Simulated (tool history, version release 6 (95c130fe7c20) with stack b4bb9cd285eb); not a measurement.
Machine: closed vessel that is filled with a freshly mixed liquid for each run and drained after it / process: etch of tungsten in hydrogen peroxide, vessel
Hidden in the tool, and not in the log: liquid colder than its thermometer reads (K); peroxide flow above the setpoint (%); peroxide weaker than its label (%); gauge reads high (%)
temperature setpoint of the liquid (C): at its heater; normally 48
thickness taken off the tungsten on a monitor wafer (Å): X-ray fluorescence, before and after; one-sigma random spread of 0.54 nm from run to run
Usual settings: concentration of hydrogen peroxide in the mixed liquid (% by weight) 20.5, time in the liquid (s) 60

run     day  temperature setpoint of the liquid (C)  concentration of hydrogen peroxide in the mixed liquid (% by weight)  time in the liquid (s)  wafers since the last listed run  hours since the thermometer was replaced  hours since the peroxide flow meter was replaced  hours since the drum of peroxide was connected  hours since the gauge calibration  read-back film thickness of the tungsten reference wafer, read on the same gauge (nm)  thickness taken off the tungsten on a monitor wafer (Å)
  1       0                                      48                                                                  20.5                      60                                 0                                    2309.9                                            2213.8                                           912.8                              949.4                                                                                 155.71                                                    625.2
  2   1.067                                      48                                                                  20.5                      60                              3801                                    2335.5                                            2239.4                                           938.4                                975                                                                                 155.74                                                      617
  3   2.112                                      48                                                                  20.5                      60                              3727                                    2360.6                                            2264.5                                           963.5                             1000.1                                                                                 155.77                                                    623.7
  4   3.338                                      48                                                                  20.5                      60                              4365                                      2390                                            2293.9                                           992.9                             1029.5                                                                                  155.8                                                    623.5
      3.908  -- peroxide flow meter replaced
  5   4.425                                      48                                                                  20.5                      60                              3727                                    2416.1                                              12.4                                            1019                             1055.6                                                                                 155.79                                                    635.9
  6   5.917                                      48                                                                  20.5                      60                              5315                                    2451.9                                              48.2                                          1054.8                             1091.4                                                                                  155.8                                                    625.2
  7   6.708                                      48                                                                  20.5                      60                              2821                                    2470.9                                              67.2                                          1073.8                             1110.4                                                                                 155.89                                                    636.2
  8   7.767                                      48                                                                  20.5                      60                              3771                                    2496.3                                              92.6                                          1099.2                             1135.8                                                                                 155.91                                                    638.9
      7.833  -- thermometer replaced
  9   9.175                                      48                                                                  20.5                      60                              4870                                      32.2                                             126.4                                            1133                             1169.6                                                                                 155.86                                                    628.1
 10  10.117                                      48                                                                  20.5                      60                              3355                                      54.8                                               149                                          1155.6                             1192.2                                                                                 155.97                                                    627.8
     11.129  -- gauge calibrated
 11  11.467                                      48                                                                  20.5                      60                              4810                                      87.2                                             181.4                                            1188                                8.1                                                                                 150.65                                                    614.1
 12  12.117                                      48                                                                  20.5                      60                              2316                                     102.8                                               197                                          1203.6                               23.7                                                                                 150.95                                                    611.6
 13  13.425                                      48                                                                  20.5                      60                              4662                                     134.2                                             228.4                                            1235                               55.1                                                                                 151.39                                                    612.2
 14  14.775                                      48                                                                    24                      75                              4810                                     166.6                                             260.8                                          1267.4                               87.5                                                                                 151.79                                                    835.6
 15  16.088                                      54                                                                  17.5                      45                              4677                                     198.1                                             292.3                                          1298.9                                119                                                                                 152.19                                                    607.5
     16.929  -- new drum of peroxide connected
 16  17.483                                      54                                                                  17.5                      45                              4825                                     231.6                                             325.8                                            13.3                              152.5                                                                                 152.55                                                    610.4
 17   18.95                                      48                                                                  20.5                      60                              5226                                     266.8                                               361                                            48.5                              187.7                                                                                 152.89                                                    613.9
 18  20.142                                      48                                                                  20.5                      60                              4246                                     295.4                                             389.6                                            77.1                              216.3                                                                                 153.14                                                    615.5
 19  20.733                                    56.5                                                                    22                      60                              2108                                     309.6                                             403.8                                            91.3                              230.5                                                                                 153.25                                                   1061.6
 20  22.133                                    57.5                                                                    18                      45                              4989                                     343.2                                             437.4                                           124.9                              264.1                                                                                 153.55                                                    777.2
 21  23.058                                      48                                                                  20.5                      60                              3296                                     365.4                                             459.6                                           147.1                              286.3                                                                                 153.69                                                    623.7
 22  23.662                                      41                                                                    15                      35                              2153                                     379.9                                             474.1                                           161.6                              300.8                                                                                 153.84                                                    197.7
 23  25.146                                    44.5                                                                  20.5                      40                              5286                                     415.5                                             509.7                                           197.2                              336.4                                                                                 154.06                                                    335.7
 24  26.296                                      48                                                                  20.5                      80                              4098                                     443.1                                             537.3                                           224.8                                364                                                                                 154.21                                                    837.7
 25  27.262                                      48                                                                  20.5                      40                              3444                                     466.3                                             560.5                                             248                              387.2                                                                                 154.43                                                    419.4
 26  28.133                                      48                                                                    25                      60                              3103                                     487.2                                             581.4                                           268.9                              408.1                                                                                 154.48                                                    684.7
 27  29.612                                    42.5                                                                  18.5                      75                              5271                                     522.7                                             616.9                                           304.4                              443.6                                                                                 154.72                                                    531.1
 28  30.588                                      48                                                                  20.5                      60                              3474                                     546.1                                             640.3                                           327.8                                467                                                                                 154.79                                                    637.3
 29  31.938                                    57.5                                                                  20.5                      60                              4810                                     578.5                                             672.7                                           360.2                              499.4                                                                                 154.98                                                   1136.6

Branching from run 29: 5 alternative next runs. What would each branch give?
  A  31.967                                      48                                                                  20.5                      60                               103                                     579.2                                             673.4                                           360.9                              500.1                                                                                      ?                                                        ?
  B  31.967                                      48                                                                  20.5                      75                               103                                     579.2                                             673.4                                           360.9                              500.1                                                                                      ?                                                        ?
  C  31.967                                    56.5                                                                  18.5                      60                               103                                     579.2                                             673.4                                           360.9                              500.1                                                                                      ?                                                        ?
  D  31.967                                      56                                                                  20.5                      60                               103                                     579.2                                             673.4                                           360.9                              500.1                                                                                      ?                                                        ?
  E  31.967                                      41                                                                  16.5                      90                               103                                     579.2                                             673.4                                           360.9                              500.1                                                                                      ?                                                        ?

run  read-back film thickness of the tungsten reference wafer, read on the same gauge (nm)  thickness taken off the tungsten on a monitor wafer (Å)
  A                                                                                 154.95                                                    638.8
  B                                                                                 154.95                                                    798.5
  C                                                                                 154.95                                                     1013
  D                                                                                 154.95                                                   1035.4
  E                                                                                 154.95                                                    552.1
With the hidden condition removed and each run's random variation left untouched, the same runs would have given:
run  thickness taken off the tungsten on a monitor wafer (Å)
  A                                                    618.4
  B                                                      773
  C                                                    980.6
  D                                                   1002.4
  E                                                    534.4
